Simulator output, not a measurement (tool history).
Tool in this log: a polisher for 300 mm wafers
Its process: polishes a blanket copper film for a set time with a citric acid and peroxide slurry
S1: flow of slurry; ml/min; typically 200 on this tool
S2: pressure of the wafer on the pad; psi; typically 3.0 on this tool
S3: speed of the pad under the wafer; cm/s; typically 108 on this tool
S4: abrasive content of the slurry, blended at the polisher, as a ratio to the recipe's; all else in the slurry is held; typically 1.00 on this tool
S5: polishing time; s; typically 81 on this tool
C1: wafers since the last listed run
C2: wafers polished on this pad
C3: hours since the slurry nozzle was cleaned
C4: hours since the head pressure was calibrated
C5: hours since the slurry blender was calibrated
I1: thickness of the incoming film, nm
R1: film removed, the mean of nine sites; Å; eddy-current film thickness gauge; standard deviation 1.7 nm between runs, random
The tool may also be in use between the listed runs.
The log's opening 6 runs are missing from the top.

| run | hour | S1 | S2 | S3 | S4 | S5 | C1 | C2 | C3 | C4 | C5 | I1 | R1 |
|---|---|---|---|---|---|---|---|---|---|---|---|---|---|
| 7 | 681.9 | 200 | 3.0 | 108 | 1.00 | 81 | 881 | 7016 | 485.0 | 164.4 | 274.4 | 943.6 | 1516 |
| 8 | 776.6 | 200 | 3.0 | 70 | 1.20 | 81 | 1104 | 8120 | 579.7 | 259.1 | 369.1 | 919.5 | 1239 |
| 9 | 824.5 | 200 | 3.0 | 108 | 1.00 | 81 | 558 | 8679 | 627.6 | 307.0 | 417.0 | 932.8 | 1490 |
|  | 855.4 | worn pad replaced by a new one |
| 10 | 899.7 | 200 | 3.0 | 108 | 1.00 | 106 | 830 | 516 | 702.8 | 382.2 | 492.2 | 937.9 | 2182 |
| 11 | 944.8 | 200 | 3.0 | 108 | 0.80 | 88 | 525 | 1041 | 747.9 | 427.3 | 537.3 | 911.0 | 1625 |
|  | 979.8 | slurry nozzle cleaned |
|  | 1039.6 | slurry blender recalibrated |
| 12 | 1041.0 | 200 | 3.0 | 108 | 1.00 | 75 | 1086 | 2128 | 61.2 | 523.5 | 1.4 | 934.7 | 1477 |
| 13 | 1128.0 | 235 | 3.0 | 108 | 0.85 | 81 | 1014 | 3142 | 148.2 | 610.5 | 88.4 | 946.7 | 1493 |
| 14 | 1203.3 | 270 | 3.0 | 142 | 1.00 | 68 | 877 | 4020 | 223.5 | 685.8 | 163.7 | 923.3 | 1594 |
| 15 | 1271.3 | 160 | 3.0 | 108 | 0.70 | 81 | 792 | 4813 | 291.5 | 753.8 | 231.7 | 932.0 | 1264 |
| 16 | 1321.3 | 200 | 3.0 | 108 | 1.00 | 81 | 582 | 5396 | 341.5 | 803.8 | 281.7 | 927.2 | 1486 |
| 17 | 1403.9 | 135 | 2.3 | 108 | 0.90 | 81 | 963 | 6359 | 424.1 | 886.4 | 364.3 | 937.9 | 1040 |
| 18 | 1551.3 | 220 | 3.9 | 108 | 1.25 | 67 | 1718 | 8078 | 571.5 | 1033.8 | 511.7 | 929.0 | 1645 |
|  | 1577.1 | worn pad replaced by a new one |
| 19 | 1678.3 | 200 | 3.0 | 108 | 1.00 | 81 | 1434 | 1179 | 698.5 | 1160.8 | 638.7 | 948.4 | 1520 |
|  | 1693.3 | slurry blender recalibrated |
|  | 1723.5 | head pressure recalibrated |
| 20 | 1755.4 | 200 | 2.1 | 108 | 1.00 | 103 | 852 | 2032 | 775.6 | 31.9 | 62.1 | 918.7 | 1442 |
|  | 1776.2 | slurry nozzle cleaned |
| 21 | 1811.5 | 200 | 3.0 | 108 | 1.00 | 81 | 642 | 2674 | 35.3 | 88.0 | 118.2 | 925.3 | 1601 |
| 22 | 1913.7 | 130 | 3.5 | 108 | 0.85 | 104 | 1191 | 3865 | 137.5 | 190.2 | 220.4 | 929.9 | 2036 |
| 23 | 2121.9 | 200 | 2.7 | 108 | 1.00 | 65 | 2427 | 6293 | 345.7 | 398.4 | 428.6 | 927.8 | 1090 |

Run 24, settings as shown, results not yet in. Your forecast:
| 24 | 2202.4 | 200 | 3.0 | 108 | 1.00 | 81 | 938 | 7231 | 426.2 | 478.9 | 509.1 | 918.1 | ? |

Logged for run 24: R1 1517 Å.
Were there no unlogged condition in the tool, this run, its random variation unchanged, would have produced R1 1721 Å.

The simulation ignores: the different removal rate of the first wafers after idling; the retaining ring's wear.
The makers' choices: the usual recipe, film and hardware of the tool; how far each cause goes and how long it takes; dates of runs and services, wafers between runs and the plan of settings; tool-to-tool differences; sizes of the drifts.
